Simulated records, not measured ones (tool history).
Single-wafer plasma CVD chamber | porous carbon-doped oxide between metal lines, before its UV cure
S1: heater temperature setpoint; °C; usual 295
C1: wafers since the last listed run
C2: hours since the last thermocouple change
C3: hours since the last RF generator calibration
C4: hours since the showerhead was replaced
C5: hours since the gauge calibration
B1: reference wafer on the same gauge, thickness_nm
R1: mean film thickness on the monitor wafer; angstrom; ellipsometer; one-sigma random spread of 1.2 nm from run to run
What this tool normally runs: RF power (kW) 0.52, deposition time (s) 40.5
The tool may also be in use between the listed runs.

{"run": 1, "day": 0.0, "S1": 295, "RF power (kW)": 0.59, "deposition time (s)": 40.5, "C1": 0, "C2": 1164, "C3": 1349.1, "C4": 3267.8, "C5": 342, "B1": 231.781, "R1": 2271.12}
{"run": 2, "day": 2.192, "S1": 295, "RF power (kW)": 0.59, "deposition time (s)": 40.5, "C1": 964, "C2": 1216.6, "C3": 1401.7, "C4": 3320.4, "C5": 394.6, "B1": 232.153, "R1": 2251.86}
{"run": 3, "day": 4.383, "S1": 295, "RF power (kW)": 0.47, "deposition time (s)": 40.5, "C1": 964, "C2": 1269.2, "C3": 1454.3, "C4": 3373, "C5": 447.2, "B1": 231.923, "R1": 1982.13}
{"run": 4, "day": 8.671, "S1": 295, "RF power (kW)": 0.47, "deposition time (s)": 40.5, "C1": 1886, "C2": 1372.1, "C3": 1557.2, "C4": 3475.9, "C5": 550.1, "B1": 231.413, "R1": 1996.3}
{"run": 5, "day": 12.329, "S1": 295, "RF power (kW)": 0.47, "deposition time (s)": 40.5, "C1": 1609, "C2": 1459.9, "C3": 1645, "C4": 3563.7, "C5": 637.9, "B1": 232.156, "R1": 1980.6}
{"run": 6, "day": 13.838, "S1": 295, "RF power (kW)": 0.52, "deposition time (s)": 40.5, "C1": 663, "C2": 1496.1, "C3": 1681.2, "C4": 3599.9, "C5": 674.1, "B1": 231.969, "R1": 2098.99}
{"run": 7, "day": 16.312, "S1": 295, "RF power (kW)": 0.52, "deposition time (s)": 40.5, "C1": 1088, "C2": 1555.5, "C3": 1740.6, "C4": 3659.3, "C5": 733.5, "B1": 231.752, "R1": 2118.78}
{"run": 8, "day": 18.121, "S1": 306, "RF power (kW)": 0.52, "deposition time (s)": 40.5, "C1": 795, "C2": 1598.9, "C3": 1784, "C4": 3702.7, "C5": 776.9, "B1": 231.702, "R1": 1973.91}
{"run": 9, "day": 20.667, "S1": 306, "RF power (kW)": 0.52, "deposition time (s)": 40.5, "C1": 1119, "C2": 1660, "C3": 1845.1, "C4": 3763.8, "C5": 838, "B1": 232.231, "R1": 1969.92}
{"day": 29.025, "done": "thermocouple changed; heater temperature recalibrated"}
{"run": 10, "day": 30.754, "S1": 306, "RF power (kW)": 0.52, "deposition time (s)": 40.5, "C1": 4291, "C2": 41.5, "C3": 2087.2, "C4": 4005.9, "C5": 1080.1, "B1": 231.872, "R1": 1940.19}
{"day": 32.45, "done": "RF generator calibrated"}
{"run": 11, "day": 33.046, "S1": 295, "RF power (kW)": 0.52, "deposition time (s)": 40.5, "C1": 861, "C2": 96.5, "C3": 14.3, "C4": 4060.9, "C5": 1135.1, "B1": 231.705, "R1": 2031.25}
{"run": 12, "day": 36.625, "S1": 295, "RF power (kW)": 0.52, "deposition time (s)": 40.5, "C1": 1574, "C2": 182.4, "C3": 100.2, "C4": 4146.8, "C5": 1221, "B1": 232.138, "R1": 2027.56}
{"run": 13, "day": 39.333, "S1": 295, "RF power (kW)": 0.52, "deposition time (s)": 40.5, "C1": 1191, "C2": 247.4, "C3": 165.2, "C4": 4211.8, "C5": 1286, "B1": 231.927, "R1": 2022.27}
{"run": 14, "day": 42.233, "S1": 295, "RF power (kW)": 0.465, "deposition time (s)": 40.5, "C1": 1275, "C2": 317, "C3": 234.8, "C4": 4281.4, "C5": 1355.6, "B1": 231.698, "R1": 1913.36}
{"run": 15, "day": 44.767, "S1": 295, "RF power (kW)": 0.44, "deposition time (s)": 38.2, "C1": 1114, "C2": 377.8, "C3": 295.6, "C4": 4342.2, "C5": 1416.4, "B1": 231.807, "R1": 1716.97}

Predict the results of run 16:
{"day": 45.342, "done": "RF generator calibrated, repeated, since the last time left the tool worse"}
{"day": 48.054, "done": "gauge calibrated"}
{"run": 16, "day": 48.838, "S1": 295, "RF power (kW)": 0.52, "deposition time (s)": 40.5, "C1": 1644, "C2": 475.5, "C3": 83.9, "C4": 4439.9, "C5": 18.8, "B1": "?", "R1": "?"}

B1: 231.884
R1: 2156.91 angstrom
Had the tool carried no hidden state, the very same run would have given R1 2162.18 angstrom.
